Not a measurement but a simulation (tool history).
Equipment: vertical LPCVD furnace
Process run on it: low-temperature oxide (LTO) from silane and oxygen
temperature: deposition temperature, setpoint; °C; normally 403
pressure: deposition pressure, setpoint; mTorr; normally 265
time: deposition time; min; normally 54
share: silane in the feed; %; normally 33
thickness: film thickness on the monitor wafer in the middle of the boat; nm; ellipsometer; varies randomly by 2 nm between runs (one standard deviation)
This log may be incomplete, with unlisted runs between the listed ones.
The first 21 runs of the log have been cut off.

| run | hour | temperature | pressure | time | share | wafers since the last listed run | hours since the last temperature calibration | hours since the pressure gauge was zeroed | hours since the silane flow controller was replaced | hours since the gauge calibration | read-back reference wafer on the same gauge, thickness | thickness |
|---|---|---|---|---|---|---|---|---|---|---|---|---|
| 22 | 1401.7 | 403 | 265 | 54 | 33 | 1715 | 1173.2 | 1155.9 | 1200.2 | 304.7 | 471.47 | 479.48 |
| 23 | 1466.7 | 403 | 265 | 54 | 39 | 691 | 1238.2 | 1220.9 | 1265.2 | 369.7 | 471.66 | 595.38 |
| 24 | 1522.7 | 408 | 265 | 66.5 | 33 | 595 | 1294.2 | 1276.9 | 1321.2 | 425.7 | 472.24 | 623.42 |
| 25 | 1581.2 | 411 | 315 | 54 | 37 | 622 | 1352.7 | 1335.4 | 1379.7 | 484.2 | 471.36 | 721.55 |
| 26 | 1648.8 | 398 | 265 | 54 | 30 | 718 | 1420.3 | 1403 | 1447.3 | 551.8 | 471.64 | 393.95 |
| 27 | 1704.4 | 403 | 315 | 54 | 33 | 591 | 1475.9 | 1458.6 | 1502.9 | 607.4 | 471.12 | 571.2 |
| 28 | 1749.1 | 403 | 285 | 67.5 | 38 | 475 | 1520.6 | 1503.3 | 1547.6 | 652.1 | 471.15 | 773.49 |
| 29 | 1802.4 | 403 | 265 | 54 | 33 | 566 | 1573.9 | 1556.6 | 1600.9 | 705.4 | 470.3 | 481.03 |
| 30 | 1862.7 | 403 | 265 | 54 | 33 | 641 | 1634.2 | 1616.9 | 1661.2 | 765.7 | 470.4 | 479.62 |
| 31 | 1926.7 | 412 | 240 | 61.5 | 37 | 680 | 1698.2 | 1680.9 | 1725.2 | 829.7 | 471.35 | 633.46 |

4 ways to go on from here, each from the tool as it stands after run 31. What would each give?
| A | 1931.3 | 403 | 265 | 54 | 33 | 48 | 1702.8 | 1685.5 | 1729.8 | 834.3 | ? | ? |
| B | 1931.3 | 393 | 265 | 54 | 33 | 48 | 1702.8 | 1685.5 | 1729.8 | 834.3 | ? | ? |
| C | 1931.3 | 412 | 235 | 54 | 33 | 48 | 1702.8 | 1685.5 | 1729.8 | 834.3 | ? | ? |
| D | 1931.3 | 397 | 325 | 39 | 38 | 48 | 1702.8 | 1685.5 | 1729.8 | 834.3 | ? | ? |

| run | read-back reference wafer on the same gauge, thickness | thickness |
|---|---|---|
| A | 471.44 | 479.87 |
| B | 471.44 | 426.98 |
| C | 471.44 | 470.93 |
| D | 471.44 | 478.91 |
Take away the tool's hidden state, keep each run's random variation, and the runs would have read:
| run | thickness |
|---|---|
| A | 476 |
| B | 423.32 |
| C | 467.33 |
| D | 474.46 |
